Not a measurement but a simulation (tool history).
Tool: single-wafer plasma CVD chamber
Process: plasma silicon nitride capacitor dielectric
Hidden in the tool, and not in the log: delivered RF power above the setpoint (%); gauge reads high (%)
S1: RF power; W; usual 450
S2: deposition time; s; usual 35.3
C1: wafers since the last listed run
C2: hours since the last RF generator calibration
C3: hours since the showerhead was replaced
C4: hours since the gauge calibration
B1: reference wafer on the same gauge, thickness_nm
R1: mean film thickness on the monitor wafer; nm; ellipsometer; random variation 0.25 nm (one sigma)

| run | hour | S1 | S2 | C1 | C2 | C3 | C4 | B1 | R1 |
|---|---|---|---|---|---|---|---|---|---|
| 1 | 0 | 450 | 35.3 | 0 | 917.7 | 2144.1 | 517.6 | 55.25 | 47.841 |
| 2 | 102 | 450 | 35.3 | 3560 | 1019.7 | 2246.1 | 619.6 | 55.247 | 47.208 |
| 3 | 190.8 | 450 | 37 | 3099 | 1108.5 | 2334.9 | 708.4 | 55.217 | 49.62 |
| 4 | 268.4 | 450 | 37 | 2708 | 1186.1 | 2412.5 | 786 | 55.416 | 49.894 |
| 5 | 308 | 450 | 37 | 1382 | 1225.7 | 2452.1 | 825.6 | 55.23 | 49.388 |
| 6 | 378.5 | 450 | 35.3 | 2460 | 1296.2 | 2522.6 | 896.1 | 55.287 | 47.264 |
| 7 | 436.2 | 450 | 35.3 | 2014 | 1353.9 | 2580.3 | 953.8 | 55.309 | 47.24 |
| 8 | 484.3 | 450 | 35.3 | 1679 | 1402 | 2628.4 | 1001.9 | 55.285 | 47.135 |
| 9 | 566.7 | 450 | 35.3 | 2876 | 1484.4 | 2710.8 | 1084.3 | 55.329 | 46.857 |
| 10 | 644.2 | 450 | 35.3 | 2705 | 1561.9 | 2788.3 | 1161.8 | 55.348 | 47.252 |
| 11 | 697.6 | 450 | 35.3 | 1864 | 1615.3 | 2841.7 | 1215.2 | 55.279 | 46.915 |
| 12 | 748.4 | 450 | 37.5 | 1773 | 1666.1 | 2892.5 | 1266 | 55.265 | 50.102 |
| 13 | 802.4 | 480 | 30.2 | 1884 | 1720.1 | 2946.5 | 1320 | 55.192 | 41.653 |
| 14 | 860.2 | 450 | 35.3 | 2017 | 1777.9 | 3004.3 | 1377.8 | 55.29 | 46.872 |
| 15 | 952.8 | 450 | 35.3 | 3232 | 1870.5 | 3096.9 | 1470.4 | 55.329 | 46.76 |
|  | 968.3 | gauge calibrated |
| 16 | 996.6 | 515 | 41.9 | 1528 | 1914.3 | 3140.7 | 28.3 | 55.223 | 59.484 |
|  | 1077.5 | showerhead replaced, of another model than before |
| 17 | 1080.7 | 450 | 42.1 | 2656 | 1998.4 | 3.2 | 112.4 | 55.317 | 57.022 |
|  | 1119.9 | RF generator calibrated |
| 18 | 1172.2 | 450 | 40.2 | 2914 | 52.3 | 94.7 | 203.9 | 55.204 | 55.83 |
| 19 | 1277.8 | 450 | 35.3 | 3686 | 157.9 | 200.3 | 309.5 | 55.385 | 49.106 |
| 20 | 1327.8 | 450 | 35.3 | 1745 | 207.9 | 250.3 | 359.5 | 55.262 | 49.022 |
| 21 | 1368.5 | 450 | 32.5 | 1420 | 248.6 | 291 | 400.2 | 55.349 | 44.563 |
| 22 | 1452.9 | 495 | 40.7 | 2946 | 333 | 375.4 | 484.6 | 55.301 | 57.09 |

Forecast each of these 4 alternatives for the next run:
| A | 1453.3 | 450 | 32.8 | 13 | 333.4 | 375.8 | 485 | ? | ? |
| B | 1453.3 | 405 | 32.2 | 13 | 333.4 | 375.8 | 485 | ? | ? |
| C | 1453.3 | 410 | 28.3 | 13 | 333.4 | 375.8 | 485 | ? | ? |
| D | 1453.3 | 405 | 38.4 | 13 | 333.4 | 375.8 | 485 | ? | ? |

| run | B1 | R1 |
|---|---|---|
| A | 55.37 | 45.171 |
| B | 55.37 | 43.113 |
| C | 55.37 | 38.015 |
| D | 55.37 | 51.414 |
Without the tool's hidden state the same runs would have given:
| run | R1 |
|---|---|
| A | 45.629 |
| B | 43.55 |
| C | 38.401 |
| D | 51.936 |
